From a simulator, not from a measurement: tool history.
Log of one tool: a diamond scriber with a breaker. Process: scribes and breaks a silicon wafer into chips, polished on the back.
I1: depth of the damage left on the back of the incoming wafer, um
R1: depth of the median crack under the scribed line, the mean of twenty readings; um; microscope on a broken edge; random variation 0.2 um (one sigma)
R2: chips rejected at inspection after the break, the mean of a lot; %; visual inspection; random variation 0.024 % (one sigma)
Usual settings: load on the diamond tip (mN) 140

Run 1, day 0.000: usual settings but load on the diamond tip (mN) 170; I1 0.03. Result: R1 15.30 um, R2 2.78 %.
Run 2, day 1.046: usual settings but load on the diamond tip (mN) 107; I1 0.04. Result: R1 11.02 um, R2 17.27 %.
Run 3, day 2.450: usual settings but load on the diamond tip (mN) 107; I1 0.01. Result: R1 10.57 um, R2 17.94 %.
Run 4, day 3.596: usual settings; I1 0.03. Result: R1 13.30 um, R2 1.45 %.
Run 5, day 4.154: usual settings but load on the diamond tip (mN) 151; I1 0.02. Result: R1 14.29 um, R2 0.54 %.
Run 6, day 4.729: usual settings but load on the diamond tip (mN) 151; I1 0.03. Result: R1 14.32 um, R2 0.56 %.
Run 7, day 5.308: usual settings but load on the diamond tip (mN) 151; I1 0.02. Result: R1 14.18 um, R2 0.51 %.
Run 8, day 5.992: usual settings; I1 0.02. Result: R1 13.30 um, R2 1.59 %.
Run 9, day 7.067: usual settings; I1 0.02. Result: R1 13.11 um, R2 1.52 %.
Run 10, day 7.575: usual settings; I1 0.01. Result: R1 13.26 um, R2 1.43 %.
Run 11, day 8.721: usual settings but load on the diamond tip (mN) 150; I1 0.05. Result: R1 13.76 um, R2 0.58 %.
Run 12, day 9.712: usual settings but load on the diamond tip (mN) 150; I1 0.05. Result: R1 13.74 um, R2 0.61 %.
Run 13, day 10.229: usual settings; I1 0.04. Result: R1 13.29 um, R2 1.73 %.
Run 14, day 11.083: usual settings; I1 0.01. Result: R1 13.18 um, R2 1.69 %.
Run 15, day 12.112: usual settings; I1 0.02. Result: R1 13.36 um, R2 1.66 %.
Run 16, day 13.296: usual settings; I1 0.02. Result: R1 13.16 um, R2 1.68 %.
Run 17, day 14.258: usual settings but load on the diamond tip (mN) 173; I1 0.01. Result: R1 15.43 um, R2 2.83 %.
Run 18, day 14.938: usual settings but load on the diamond tip (mN) 173; I1 0.01. Result: R1 15.40 um, R2 2.84 %.
Run 19, day 16.262: usual settings but load on the diamond tip (mN) 99; I1 0.02. Result: R1 10.17 um, R2 25.21 %.
Run 20, day 17.154: usual settings but load on the diamond tip (mN) 157; I1 0.05. Result: R1 14.12 um, R2 0.65 %.
Run 21, day 18.333: usual settings; I1 0.03. Result: R1 12.86 um, R2 1.74 %.
Run 22, day 19.462: usual settings but load on the diamond tip (mN) 178; I1 0.04. Result: R1 15.79 um, R2 3.49 %.
At day 20.350: diamond tip replaced by a new one.
Run 23, day 20.750: usual settings but load on the diamond tip (mN) 116; I1 0.04. Result: R1 11.79 um, R2 5.91 %.
At day 21.225: load on the tip recalibrated.
Run 24, day 22.108: usual settings but load on the diamond tip (mN) 180; I1 0.02. Result: R1 16.65 um, R2 8.51 %.
Run 25, day 22.862: usual settings but load on the diamond tip (mN) 112; I1 0.03. Result: R1 11.81 um, R2 9.14 %.
Run 26, day 24.371: usual settings but load on the diamond tip (mN) 118; I1 0.01. Result: R1 11.87 um, R2 6.70 %.
Run 27, day 25.188: usual settings but load on the diamond tip (mN) 110; I1 0.04. Result: R1 11.76 um, R2 11.98 %.
Run 28, day 26.225: usual settings but load on the diamond tip (mN) 104; I1 0.02. Result: R1 10.94 um, R2 17.43 %.
Run 29, day 26.938: usual settings; I1 0.03. Result: R1 13.70 um, R2 0.86 %.
Run 30, day 27.871: usual settings; I1 0.02. Result: R1 13.71 um, R2 0.80 %.
Run 31, day 28.850: usual settings but load on the diamond tip (mN) 102; I1 0.03. Result: R1 10.52 um, R2 18.08 %.
Run 32, day 29.825: usual settings but load on the diamond tip (mN) 114; I1 0.03. Result: R1 11.40 um, R2 10.21 %.
Run 33, day 30.767: usual settings but load on the diamond tip (mN) 126; I1 0.02. Result: R1 12.60 um, R2 3.86 %.
Run 34, day 31.879: usual settings but load on the diamond tip (mN) 127; I1 0.02. Result: R1 12.70 um, R2 4.33 %.
Run 35, day 33.042: usual settings; I1 0.05. Result: R1 13.78 um, R2 1.08 %.
Run 36, day 34.062: usual settings but load on the diamond tip (mN) 173; I1 0.01. Result: R1 15.48 um, R2 3.69 %.
Run 37, day 35.296: usual settings; I1 0.02. Result: R1 13.50 um, R2 1.08 %.
Run 38, day 36.629: usual settings; I1 0.04. Result: R1 13.30 um, R2 1.24 %.
Run 39, day 37.362: usual settings; I1 0.02. Result: R1 13.45 um, R2 1.26 %.
Run 40, day 38.179: usual settings; I1 0.03. Result: R1 13.23 um, R2 1.26 %.
Run 41, day 39.121: usual settings but load on the diamond tip (mN) 115; I1 0.03. Result: R1 11.30 um, R2 10.54 %.

5 ways to go on from here, each from the tool as it stands after run 41. What would each give?
Run A, day 39.150: usual settings; I1 0.03. Result: R1 ?, R2 ?.
Run B, day 39.150: usual settings but load on the diamond tip (mN) 174; I1 0.03. Result: R1 ?, R2 ?.
Run C, day 39.150: usual settings but load on the diamond tip (mN) 113; I1 0.03. Result: R1 ?, R2 ?.
Run D, day 39.150: usual settings but load on the diamond tip (mN) 166; I1 0.03. Result: R1 ?, R2 ?.
Run E, day 39.150: usual settings but load on the diamond tip (mN) 158; I1 0.03. Result: R1 ?, R2 ?.

run     R1     R2
  A  13.49   1.32
  B  15.77   3.47
  C  11.52  12.15
  D  15.25   1.88
  E  14.72   0.86
Without the tool's hidden state the same runs would have given:
run     R1    R2
  A  14.22  0.53
  B  16.64  7.13
  C  12.15  7.20
  D  16.08  4.65
  E  15.52  2.64

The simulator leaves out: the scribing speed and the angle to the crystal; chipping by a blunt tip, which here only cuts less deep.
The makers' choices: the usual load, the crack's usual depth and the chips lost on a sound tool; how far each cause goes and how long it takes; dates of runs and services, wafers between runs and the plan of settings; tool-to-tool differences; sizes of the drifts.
